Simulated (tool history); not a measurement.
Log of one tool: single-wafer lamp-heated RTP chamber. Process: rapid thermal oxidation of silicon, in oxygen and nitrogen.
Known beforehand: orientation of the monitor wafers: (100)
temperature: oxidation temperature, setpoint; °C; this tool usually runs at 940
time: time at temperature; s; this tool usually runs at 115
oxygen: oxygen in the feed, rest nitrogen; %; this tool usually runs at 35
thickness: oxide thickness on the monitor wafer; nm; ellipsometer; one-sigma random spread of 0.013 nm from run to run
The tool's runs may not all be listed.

run	hour	temperature	time	oxygen	wafers since the last listed run	wafers since the last pyrometer calibration	hours since the oxygen flow controller was replaced	hours since the gauge calibration	read-back reference wafer on the same gauge, thickness	thickness
1	0	940	115	50	0	2038	6067.2	579.1	3.678	3.916
2	101.9	940	115	50	1115	3154	6169.1	681	3.682	3.963
# hour 161.7: pyrometer window cleaned and pyrometer calibrated
3	165.3	940	115	35	606	39	6232.5	744.4	3.677	3.529
4	214.9	940	115	35	542	582	6282.1	794	3.682	3.552
5	336.8	940	115	35	1334	1916	6404	915.9	3.679	3.567
6	429.8	940	100	35	1017	2934	6497	1008.9	3.674	3.441
# hour 507: pyrometer window cleaned and pyrometer calibrated
7	522.9	940	100	35	931	173	6590.1	1102	3.684	3.375
# hour 531.7: gauge calibrated
8	564.9	940	100	35	459	633	6632.1	33.2	3.684	3.354
# hour 592.2: oxygen flow controller replaced
9	658.2	940	115	35	933	1567	66	126.5	3.678	3.548
10	734.6	940	115	35	836	2403	142.4	202.9	3.677	3.554
11	825.7	940	115	35	997	3400	233.5	294	3.682	3.63
# hour 879.7: pyrometer window cleaned and pyrometer calibrated
12	926.4	940	115	50	1014	511	334.2	394.7	3.683	3.921
13	983.9	940	152	56	629	1141	391.7	452.2	3.681	4.517
14	1081.9	940	115	35	1072	2213	489.7	550.2	3.681	3.588
15	1164.1	940	115	43	899	3113	571.9	632.4	3.686	3.836
16	1218.4	940	156	35	594	3707	626.2	686.7	3.684	4.118
# hour 1229.9: pyrometer window cleaned and pyrometer calibrated
17	1255.1	940	115	35	314	275	662.9	723.4	3.682	3.5
18	1349.5	940	90	50	1033	1309	757.3	817.8	3.682	3.544
19	1418.6	948	90	43	756	2065	826.4	886.9	3.681	3.6
20	1459.6	940	115	35	448	2514	867.4	927.9	3.679	3.573
21	1528	965	86	35	748	3262	935.8	996.3	3.68	3.792
# hour 1550.2: pyrometer window cleaned and pyrometer calibrated
22	1589.1	965	65	35	581	425	996.9	1057.4	3.682	3.344
23	1678.1	940	115	35	974	1399	1085.9	1146.4	3.686	3.533

Below are 5 alternative next runs, each starting from the tool's condition after run 23. Predict each:
A	1678.5	940	115	35	4	1404	1086.3	1146.8	?	?
B	1678.5	940	58	55	4	1404	1086.3	1146.8	?	?
C	1678.5	923	67	51	4	1404	1086.3	1146.8	?	?
D	1678.5	940	115	17	4	1404	1086.3	1146.8	?	?
E	1678.5	931	61	58	4	1404	1086.3	1146.8	?	?

run	read-back reference wafer on the same gauge, thickness	thickness
A	3.684	3.501
B	3.684	3.093
C	3.684	2.909
D	3.684	2.971
E	3.684	3.029
Without the tool's hidden state the same runs would have given:
run	thickness
A	3.481
B	3.076
C	2.895
D	2.958
E	3.013
